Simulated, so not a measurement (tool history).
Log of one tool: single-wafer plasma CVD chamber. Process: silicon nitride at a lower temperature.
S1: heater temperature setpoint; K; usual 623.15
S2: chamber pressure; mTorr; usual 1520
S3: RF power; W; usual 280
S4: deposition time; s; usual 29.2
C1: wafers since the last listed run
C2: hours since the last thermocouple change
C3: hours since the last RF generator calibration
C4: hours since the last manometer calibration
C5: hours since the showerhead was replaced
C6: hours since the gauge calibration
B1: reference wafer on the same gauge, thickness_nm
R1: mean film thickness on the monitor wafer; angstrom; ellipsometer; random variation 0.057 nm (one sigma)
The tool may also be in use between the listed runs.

run    day      S1    S2   S3    S4   C1      C2      C3      C4      C5     C6      B1      R1
  1      0  623.15  1520  280  29.2    0  2137.1  1303.6  2416.2  4074.8   34.4  36.705   319.1
  2  0.254  623.15  1520  280  29.2  101  2143.2  1309.7  2422.3  4080.9   40.5    36.7  318.39
  3  0.646  623.15  1520  280  29.2  157  2152.6  1319.1  2431.7  4090.3   49.9  36.684  318.31
  4  1.179  623.15  1520  280  33.4  213  2165.4  1331.9  2444.5  4103.1   62.7  36.702  364.81
  5  1.604  623.15  1520  280  33.4  170  2175.6  1342.1  2454.7  4113.3   72.9  36.705  364.74
  6  2.217  623.15  1520  280  29.2  245  2190.3  1356.8  2469.4    4128   87.6  36.715   317.7
  7  2.604  623.15  1520  280  29.2  155  2199.6  1366.1  2478.7  4137.3   96.9  36.723  318.07
  8   3.05  623.15  1520  280  29.2  178  2210.3  1376.8  2489.4    4148  107.6  36.689  318.21
  9  3.662  623.15  1520  280  29.2  245    2225  1391.5  2504.1  4162.7  122.3  36.681  318.08
 10  4.079  623.15  1360  280  29.2  167    2235  1401.5  2514.1  4172.7  132.3  36.698  309.97
 11  4.667  635.15  1520  245  33.7  235  2249.1  1415.6  2528.2  4186.8  146.4  36.714  334.72
 12  5.192  623.15  1520  230  29.2  210  2261.7  1428.2  2540.8  4199.4    159  36.675  278.65
     5.508  -- gauge calibrated
     5.533  -- thermocouple changed; heater temperature recalibrated
       5.6  -- RF generator calibrated
         6  -- capacitance manometer re-zeroed and calibrated
     6.117  -- showerhead replaced
 13  6.138  623.15  1520  280  29.2   36    14.5    12.9     3.3     0.5   15.1   36.71  336.75
 14   7.65  627.15  1520  280  29.2  606    50.8    49.2    39.6    36.8   51.4  36.681   336.2
 15  8.004  623.15  1290  260  29.2  142    59.3    57.7    48.1    45.3   59.9  36.699  310.32
 16  8.296  613.15  1520  280  29.2  116    66.3    64.7    55.1    52.3   66.9  36.721  337.57
 17  8.625  619.15  1250  280    31  132    74.2    72.6      63    60.2   74.8  36.707  342.59
 18  9.112  632.15  1250  280  29.2  195    85.9    84.3    74.7    71.9   86.5  36.707  321.93

Forecast each of these 5 alternatives for the next run:
  A  9.129  623.15  1520  280  29.2   6  86.3  84.7  75.1  72.3  86.9   ?   ?
  B  9.129  623.15  1280  280  26.8   6  86.3  84.7  75.1  72.3  86.9   ?   ?
  C  9.129  623.15  1820  280  30.7   6  86.3  84.7  75.1  72.3  86.9   ?   ?
  D  9.129  630.15  1300  265  31.7   6  86.3  84.7  75.1  72.3  86.9   ?   ?
  E  9.129  617.15  1520  280  29.2   6  86.3  84.7  75.1  72.3  86.9   ?   ?

run      B1      R1
  A  36.669  335.85
  B  36.669  297.36
  C  36.669  366.88
  D  36.669  339.55
  E  36.669   336.7
Without the tool's hidden state the same runs would have given:
run      R1
  A  337.31
  B  298.65
  C  368.47
  D  341.08
  E  338.16
